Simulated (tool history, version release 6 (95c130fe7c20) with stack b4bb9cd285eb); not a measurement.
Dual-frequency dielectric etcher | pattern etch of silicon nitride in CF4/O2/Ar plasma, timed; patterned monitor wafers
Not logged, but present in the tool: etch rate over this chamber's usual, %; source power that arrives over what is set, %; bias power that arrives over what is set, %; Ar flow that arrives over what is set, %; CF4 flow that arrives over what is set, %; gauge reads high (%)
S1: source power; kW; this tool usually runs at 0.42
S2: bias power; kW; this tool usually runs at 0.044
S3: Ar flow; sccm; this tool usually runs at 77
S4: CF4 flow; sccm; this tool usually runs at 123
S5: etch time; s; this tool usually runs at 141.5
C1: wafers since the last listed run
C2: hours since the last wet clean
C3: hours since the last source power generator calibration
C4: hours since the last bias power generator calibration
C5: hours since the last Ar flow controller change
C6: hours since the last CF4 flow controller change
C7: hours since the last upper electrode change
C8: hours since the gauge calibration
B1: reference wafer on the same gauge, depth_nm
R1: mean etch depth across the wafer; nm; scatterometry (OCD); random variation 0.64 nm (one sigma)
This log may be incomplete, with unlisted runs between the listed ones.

{"run": 1, "day": 0.0, "S1": 0.42, "S2": 0.044, "S3": 77, "S4": 123, "S5": 141.5, "C1": 0, "C2": 351.7, "C3": 2630.2, "C4": 3378.5, "C5": 59.7, "C6": 119.1, "C7": 366.9, "C8": 1278.2, "B1": 240.2, "R1": 219.8}
{"day": 0.546, "done": "bias power generator calibrated"}
{"run": 2, "day": 2.212, "S1": 0.46, "S2": 0.052, "S3": 77, "S4": 123, "S5": 181.5, "C1": 432, "C2": 404.8, "C3": 2683.3, "C4": 40, "C5": 112.8, "C6": 172.2, "C7": 420, "C8": 1331.3, "B1": 240.2, "R1": 328.8}
{"run": 3, "day": 3.279, "S1": 0.42, "S2": 0.044, "S3": 61, "S4": 95, "S5": 141.5, "C1": 225, "C2": 430.4, "C3": 2708.9, "C4": 65.6, "C5": 138.4, "C6": 197.8, "C7": 445.6, "C8": 1356.9, "B1": 239.9, "R1": 219.8}
{"run": 4, "day": 4.358, "S1": 0.46, "S2": 0.04, "S3": 66, "S4": 123, "S5": 166.5, "C1": 227, "C2": 456.3, "C3": 2734.8, "C4": 91.5, "C5": 164.3, "C6": 223.7, "C7": 471.5, "C8": 1382.8, "B1": 240.1, "R1": 283.1}
{"run": 5, "day": 5.617, "S1": 0.42, "S2": 0.044, "S3": 77, "S4": 123, "S5": 141.5, "C1": 265, "C2": 486.5, "C3": 2765, "C4": 121.7, "C5": 194.5, "C6": 253.9, "C7": 501.7, "C8": 1413, "B1": 239.9, "R1": 220.9}
{"run": 6, "day": 7.692, "S1": 0.42, "S2": 0.044, "S3": 77, "S4": 123, "S5": 141.5, "C1": 438, "C2": 536.3, "C3": 2814.8, "C4": 171.5, "C5": 244.3, "C6": 303.7, "C7": 551.5, "C8": 1462.8, "B1": 240, "R1": 221.9}
{"day": 10.642, "done": "wet clean of the chamber"}
{"run": 7, "day": 10.662, "S1": 0.42, "S2": 0.044, "S3": 72, "S4": 152, "S5": 141.5, "C1": 416, "C2": 0.5, "C3": 2886.1, "C4": 242.8, "C5": 315.6, "C6": 375, "C7": 622.8, "C8": 1534.1, "B1": 239.9, "R1": 220.1}
{"run": 8, "day": 11.112, "S1": 0.42, "S2": 0.044, "S3": 77, "S4": 123, "S5": 141.5, "C1": 95, "C2": 11.3, "C3": 2896.9, "C4": 253.6, "C5": 326.4, "C6": 385.8, "C7": 633.6, "C8": 1544.9, "B1": 240.1, "R1": 214}
{"run": 9, "day": 13.096, "S1": 0.42, "S2": 0.037, "S3": 92, "S4": 123, "S5": 180.5, "C1": 418, "C2": 58.9, "C3": 2944.5, "C4": 301.2, "C5": 374, "C6": 433.4, "C7": 681.2, "C8": 1592.5, "B1": 240, "R1": 254}
{"run": 10, "day": 14.512, "S1": 0.35, "S2": 0.039, "S3": 87, "S4": 135, "S5": 141.5, "C1": 299, "C2": 92.9, "C3": 2978.5, "C4": 335.2, "C5": 408, "C6": 467.4, "C7": 715.2, "C8": 1626.5, "B1": 240.1, "R1": 170.3}
{"run": 11, "day": 15.892, "S1": 0.42, "S2": 0.049, "S3": 77, "S4": 123, "S5": 121, "C1": 291, "C2": 126, "C3": 3011.6, "C4": 368.3, "C5": 441.1, "C6": 500.5, "C7": 748.3, "C8": 1659.6, "B1": 240.1, "R1": 191.8}
{"day": 16.104, "done": "gauge calibrated"}
{"day": 17.154, "done": "source power generator calibrated"}
{"run": 12, "day": 18.362, "S1": 0.42, "S2": 0.053, "S3": 90, "S4": 123, "S5": 141.5, "C1": 486, "C2": 185.3, "C3": 29, "C4": 427.6, "C5": 500.4, "C6": 559.8, "C7": 807.6, "C8": 54.2, "B1": 240.1, "R1": 226.1}
{"run": 13, "day": 20.633, "S1": 0.42, "S2": 0.053, "S3": 77, "S4": 123, "S5": 118, "C1": 479, "C2": 239.8, "C3": 83.5, "C4": 482.1, "C5": 554.9, "C6": 614.3, "C7": 862.1, "C8": 108.7, "B1": 240.1, "R1": 191.4}
{"run": 14, "day": 22.642, "S1": 0.42, "S2": 0.044, "S3": 77, "S4": 123, "S5": 141.5, "C1": 424, "C2": 288, "C3": 131.7, "C4": 530.3, "C5": 603.1, "C6": 662.5, "C7": 910.3, "C8": 156.9, "B1": 240.2, "R1": 218.1}
{"run": 15, "day": 24.3, "S1": 0.42, "S2": 0.034, "S3": 77, "S4": 110, "S5": 141.5, "C1": 350, "C2": 327.8, "C3": 171.5, "C4": 570.1, "C5": 642.9, "C6": 702.3, "C7": 950.1, "C8": 196.7, "B1": 239.8, "R1": 199}
{"run": 16, "day": 26.154, "S1": 0.42, "S2": 0.044, "S3": 77, "S4": 148, "S5": 141.5, "C1": 391, "C2": 372.3, "C3": 216, "C4": 614.6, "C5": 687.4, "C6": 746.8, "C7": 994.6, "C8": 241.2, "B1": 240, "R1": 222}
{"run": 17, "day": 28.296, "S1": 0.36, "S2": 0.044, "S3": 77, "S4": 123, "S5": 141.5, "C1": 452, "C2": 423.7, "C3": 267.4, "C4": 666, "C5": 738.8, "C6": 798.2, "C7": 1046, "C8": 292.6, "B1": 239.7, "R1": 185.8}
{"run": 18, "day": 29.662, "S1": 0.42, "S2": 0.044, "S3": 93, "S4": 123, "S5": 141.5, "C1": 288, "C2": 456.5, "C3": 300.2, "C4": 698.8, "C5": 771.6, "C6": 831, "C7": 1078.8, "C8": 325.4, "B1": 239.9, "R1": 216}
{"run": 19, "day": 32.3, "S1": 0.33, "S2": 0.044, "S3": 62, "S4": 105, "S5": 141.5, "C1": 556, "C2": 519.8, "C3": 363.5, "C4": 762.1, "C5": 834.9, "C6": 894.3, "C7": 1142.1, "C8": 388.7, "B1": 240.2, "R1": 170.8}
{"run": 20, "day": 33.35, "S1": 0.5, "S2": 0.044, "S3": 77, "S4": 123, "S5": 141.5, "C1": 221, "C2": 545, "C3": 388.7, "C4": 787.3, "C5": 860.1, "C6": 919.5, "C7": 1167.3, "C8": 413.9, "B1": 240, "R1": 267.2}
{"run": 21, "day": 35.783, "S1": 0.46, "S2": 0.035, "S3": 77, "S4": 123, "S5": 141.5, "C1": 513, "C2": 603.4, "C3": 447.1, "C4": 845.7, "C5": 918.5, "C6": 977.9, "C7": 1225.7, "C8": 472.3, "B1": 240.1, "R1": 227.4}

Run-by-run hidden state of the tool:
source power that arrives over what is set, %: 0 across all the runs
bias power that arrives over what is set, %: 0 across all the runs
Ar flow that arrives over what is set, %: 0 across all the runs
CF4 flow that arrives over what is set, %: 0 across all the runs
gauge reads high (%): 0 across all the runs
H1: etch rate over this chamber's usual, %
run=1 H1=2.17
run=2 H1=2.49
run=3 H1=2.64
run=4 H1=2.8
run=5 H1=2.98
run=6 H1=3.28
run=7 H1=-0.275
run=8 H1=-0.211
run=9 H1=0.0739
run=10 H1=0.277
run=11 H1=0.475
run=12 H1=0.83
run=13 H1=1.16
run=14 H1=1.44
run=15 H1=1.68
run=16 H1=1.95
run=17 H1=2.26
run=18 H1=2.45
run=19 H1=2.83
run=20 H1=2.98
run=21 H1=3.33
